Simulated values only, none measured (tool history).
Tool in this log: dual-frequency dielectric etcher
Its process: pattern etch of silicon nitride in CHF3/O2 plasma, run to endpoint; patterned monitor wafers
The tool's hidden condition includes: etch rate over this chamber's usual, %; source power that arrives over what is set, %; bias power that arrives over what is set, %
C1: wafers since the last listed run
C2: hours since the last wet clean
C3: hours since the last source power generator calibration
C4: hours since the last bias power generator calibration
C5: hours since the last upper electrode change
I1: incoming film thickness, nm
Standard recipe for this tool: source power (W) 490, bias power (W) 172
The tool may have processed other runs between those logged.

{"run": 1, "hour": 0.0, "source power (W)": 490, "bias power (W)": 172, "C1": 0, "C2": 351.8, "C3": 3574.7, "C4": 2124.8, "C5": 5130.6, "I1": 67.8, "endpoint time (s)": 53.9}
{"run": 2, "hour": 20.0, "source power (W)": 490, "bias power (W)": 172, "C1": 341, "C2": 371.8, "C3": 3594.7, "C4": 2144.8, "C5": 5150.6, "I1": 68.4, "endpoint time (s)": 54.8}
{"run": 3, "hour": 50.5, "source power (W)": 490, "bias power (W)": 172, "C1": 520, "C2": 402.3, "C3": 3625.2, "C4": 2175.3, "C5": 5181.1, "I1": 67.8, "endpoint time (s)": 53.5}
{"run": 4, "hour": 64.4, "source power (W)": 490, "bias power (W)": 172, "C1": 237, "C2": 416.2, "C3": 3639.1, "C4": 2189.2, "C5": 5195, "I1": 68.3, "endpoint time (s)": 54.3}
{"run": 5, "hour": 97.3, "source power (W)": 490, "bias power (W)": 172, "C1": 561, "C2": 449.1, "C3": 3672, "C4": 2222.1, "C5": 5227.9, "I1": 68.2, "endpoint time (s)": 53.8}
{"hour": 135.0, "done": "wet clean of the chamber"}
{"hour": 138.1, "done": "bias power generator calibrated"}
{"run": 6, "hour": 138.6, "source power (W)": 490, "bias power (W)": 172, "C1": 241, "C2": 3.6, "C3": 3713.3, "C4": 0.5, "C5": 5269.2, "I1": 68, "endpoint time (s)": 54.1}
{"hour": 164.6, "done": "upper electrode replaced"}
{"run": 7, "hour": 189.5, "source power (W)": 490, "bias power (W)": 172, "C1": 459, "C2": 54.5, "C3": 3764.2, "C4": 51.4, "C5": 24.9, "I1": 68.7, "endpoint time (s)": 54.3}
{"run": 8, "hour": 224.7, "source power (W)": 400, "bias power (W)": 210, "C1": 600, "C2": 89.7, "C3": 3799.4, "C4": 86.6, "C5": 60.1, "I1": 68.8, "endpoint time (s)": 56.2}
{"run": 9, "hour": 242.4, "source power (W)": 490, "bias power (W)": 172, "C1": 302, "C2": 107.4, "C3": 3817.1, "C4": 104.3, "C5": 77.8, "I1": 68.1, "endpoint time (s)": 54}
{"hour": 265.3, "done": "source power generator calibrated"}
{"run": 10, "hour": 273.3, "source power (W)": 490, "bias power (W)": 172, "C1": 459, "C2": 138.3, "C3": 8, "C4": 135.2, "C5": 108.7, "I1": 68.6, "endpoint time (s)": 54.7}
{"run": 11, "hour": 306.4, "source power (W)": 600, "bias power (W)": 151, "C1": 565, "C2": 171.4, "C3": 41.1, "C4": 168.3, "C5": 141.8, "I1": 68, "endpoint time (s)": 52}
{"run": 12, "hour": 323.3, "source power (W)": 490, "bias power (W)": 208, "C1": 288, "C2": 188.3, "C3": 58, "C4": 185.2, "C5": 158.7, "I1": 69.1, "endpoint time (s)": 52.4}
{"run": 13, "hour": 338.1, "source power (W)": 410, "bias power (W)": 184, "C1": 252, "C2": 203.1, "C3": 72.8, "C4": 200, "C5": 173.5, "I1": 68.6, "endpoint time (s)": 57.2}
{"run": 14, "hour": 359.9, "source power (W)": 490, "bias power (W)": 193, "C1": 372, "C2": 224.9, "C3": 94.6, "C4": 221.8, "C5": 195.3, "I1": 68.2, "endpoint time (s)": 53.2}

Hidden state at the last listed run before each entry between runs and at the first one after, where it differs:
From run 5 to run 6: wet clean of the chamber (hour 135); bias power generator calibrated (hour 138.1)
  no difference in the tool's unlogged condition between these two runs
From run 6 to run 7: upper electrode replaced (hour 164.6)
  no difference in the tool's unlogged condition between these two runs
From run 9 to run 10: source power generator calibrated (hour 265.3)
  no difference in the tool's unlogged condition between these two runs
